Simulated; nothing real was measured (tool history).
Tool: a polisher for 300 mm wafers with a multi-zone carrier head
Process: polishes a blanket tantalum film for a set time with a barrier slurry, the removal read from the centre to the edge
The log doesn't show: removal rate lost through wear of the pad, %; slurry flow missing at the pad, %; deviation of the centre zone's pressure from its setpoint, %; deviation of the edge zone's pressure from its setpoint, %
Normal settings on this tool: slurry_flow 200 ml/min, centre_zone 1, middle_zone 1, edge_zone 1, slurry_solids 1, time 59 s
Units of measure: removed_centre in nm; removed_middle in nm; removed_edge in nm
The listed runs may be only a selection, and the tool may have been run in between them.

| run | day | slurry_flow | centre_zone | middle_zone | edge_zone | slurry_solids | time | wafers since the last listed run | wafers polished on this pad | hours since the slurry nozzle was cleaned | hours since the centre zone pressure was calibrated | hours since the edge zone pressure was calibrated | hours since the carrier head's membrane was replaced | incoming thickness of the incoming film, nm | removed_centre | removed_middle | removed_edge |
|---|---|---|---|---|---|---|---|---|---|---|---|---|---|---|---|---|---|
| 1 | 0 | 200 | 1 | 1 | 1 | 0.95 | 59 | 0 | 19 | 650.6 | 1375.3 | 1.3 | 1573.1 | 362.1 | 63 | 63 | 62.4 |
| 2 | 0.262 | 200 | 1 | 1 | 1 | 1 | 59 | 54 | 74 | 656.9 | 1381.6 | 7.6 | 1579.4 | 364.3 | 64 | 64.2 | 63.4 |
| 3 | 0.825 | 180 | 1 | 1 | 1 | 1 | 59 | 117 | 192 | 670.4 | 1395.1 | 21.1 | 1592.9 | 356.5 | 62.2 | 64.3 | 62.3 |
|  | 1.167 | centre zone pressure recalibrated |
| 4 | 1.338 | 180 | 1 | 1 | 1 | 1 | 59 | 89 | 282 | 682.7 | 4.1 | 33.4 | 1605.2 | 359.5 | 61.3 | 62.8 | 61.8 |
|  | 1.767 | slurry nozzle cleaned |
| 5 | 1.862 | 200 | 1 | 1 | 1 | 1 | 67 | 101 | 383 | 2.3 | 16.7 | 46 | 1617.8 | 360 | 69.7 | 70.3 | 69.4 |
| 6 | 2.162 | 200 | 1 | 1 | 1 | 1.2 | 59 | 62 | 445 | 9.5 | 23.9 | 53.2 | 1625 | 356.8 | 64.4 | 64.6 | 64.2 |
| 7 | 2.454 | 200 | 1 | 0.89 | 1 | 1 | 59 | 60 | 506 | 16.5 | 30.9 | 60.2 | 1632 | 362.4 | 61.3 | 56.5 | 59.8 |
| 8 | 2.975 | 200 | 1 | 1 | 1 | 1 | 59 | 108 | 615 | 29 | 43.4 | 72.7 | 1644.5 | 357.4 | 60.6 | 61.3 | 60.9 |
| 9 | 3.396 | 260 | 1 | 1.03 | 1.12 | 0.9 | 59 | 88 | 703 | 39.1 | 53.5 | 82.8 | 1654.6 | 365.4 | 59.8 | 62.6 | 62.1 |
|  | 3.725 | worn pad replaced by a new one |
| 10 | 3.979 | 235 | 0.92 | 0.93 | 0.94 | 1 | 59 | 87 | 53 | 53.1 | 67.5 | 96.8 | 1668.6 | 361.6 | 58.9 | 61.5 | 61.7 |
| 11 | 4.558 | 200 | 1 | 1 | 1 | 1 | 59 | 121 | 174 | 67 | 81.4 | 110.7 | 1682.5 | 360.7 | 62.7 | 63.3 | 62.5 |
| 12 | 5.054 | 200 | 0.89 | 1 | 1 | 0.85 | 59 | 103 | 278 | 78.9 | 93.3 | 122.6 | 1694.4 | 365.3 | 53.1 | 59.4 | 59.3 |
|  | 5.367 | carrier head's membrane replaced by a new one |
| 13 | 5.708 | 200 | 1 | 1 | 1 | 1 | 59 | 93 | 371 | 94.6 | 109 | 138.3 | 8.2 | 363.8 | 61.4 | 60 | 60.3 |
| 14 | 5.967 | 200 | 1 | 1 | 0.95 | 1.25 | 59 | 54 | 425 | 100.8 | 115.2 | 144.5 | 14.4 | 366.3 | 64.9 | 65.4 | 63.1 |
| 15 | 6.454 | 200 | 1 | 1 | 0.88 | 1 | 59 | 101 | 527 | 112.5 | 126.9 | 156.2 | 26.1 | 357.9 | 59.7 | 60 | 56.8 |
| 16 | 6.783 | 200 | 1 | 1.1 | 1.08 | 1.25 | 59 | 68 | 596 | 120.4 | 134.8 | 164.1 | 34 | 360.1 | 63.6 | 70 | 66.2 |
| 17 | 7.225 | 200 | 1 | 1 | 0.9 | 0.9 | 59 | 92 | 688 | 131 | 145.4 | 174.7 | 44.6 | 360.4 | 58.8 | 59 | 55.4 |
| 18 | 7.562 | 200 | 1 | 1 | 1 | 1 | 46 | 70 | 759 | 139.1 | 153.5 | 182.8 | 52.7 | 355.5 | 46.2 | 46.8 | 46.2 |

Forecast run 19:
| 19 | 7.85 | 200 | 1 | 1 | 1 | 1 | 59 | 60 | 819 | 146 | 160.4 | 189.7 | 59.6 | 366.8 | ? | ? | ? |

removed_centre: 59.2 nm
removed_middle: 59.1 nm
removed_edge: 58.9 nm
With no hidden state in the tool, this same run would have given removed_centre 64.1 nm, removed_middle 64.1 nm, removed_edge 63.9 nm.
